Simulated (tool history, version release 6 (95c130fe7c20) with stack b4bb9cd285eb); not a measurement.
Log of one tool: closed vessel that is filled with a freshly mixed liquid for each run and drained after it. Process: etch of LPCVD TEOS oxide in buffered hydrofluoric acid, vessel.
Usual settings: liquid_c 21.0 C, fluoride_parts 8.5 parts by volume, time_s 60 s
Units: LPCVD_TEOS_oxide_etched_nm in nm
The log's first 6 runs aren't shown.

| run | hour | liquid_c | fluoride_parts | time_s | read-back film thickness of the LPCVD TEOS oxide reference wafer, read on the same gauge (nm) | LPCVD_TEOS_oxide_etched_nm |
|---|---|---|---|---|---|---|
| 7 | 115.7 | 21.0 | 8.5 | 60 | 150.00 | 249.43 |
|  | 119.7 | hydrofluoric acid flow meter replaced |
| 8 | 133.5 | 21.0 | 8.5 | 60 | 150.00 | 247.81 |
| 9 | 143.2 | 21.0 | 8.5 | 60 | 150.02 | 249.21 |
| 10 | 149.6 | 21.0 | 8.5 | 60 | 150.03 | 247.12 |
| 11 | 157.4 | 21.0 | 8.5 | 60 | 150.00 | 250.10 |
| 12 | 167.1 | 18.5 | 8.5 | 60 | 149.99 | 217.10 |
| 13 | 173.7 | 21.0 | 8.5 | 60 | 149.99 | 248.80 |
| 14 | 180.6 | 21.0 | 8.5 | 60 | 149.98 | 246.10 |
| 15 | 187.5 | 21.0 | 8.5 | 60 | 150.00 | 248.35 |
| 16 | 197.9 | 17.5 | 7.0 | 60 | 149.99 | 254.16 |
| 17 | 212.4 | 25.5 | 9.5 | 40 | 150.01 | 194.38 |
|  | 227.8 | thermometer replaced |
| 18 | 228.3 | 25.5 | 7.5 | 60 | 149.99 | 319.90 |
| 19 | 236.7 | 18.5 | 8.5 | 60 | 150.03 | 191.65 |

The next listed run, before its measurement:
| 20 | 246.2 | 21.0 | 11.0 | 60 | ? | ? |

read-back film thickness of the LPCVD TEOS oxide reference wafer, read on the same gauge (nm): 150.01
LPCVD_TEOS_oxide_etched_nm: 175.00 nm
Without the tool's hidden state the same run would have given LPCVD_TEOS_oxide_etched_nm 172.01 nm.
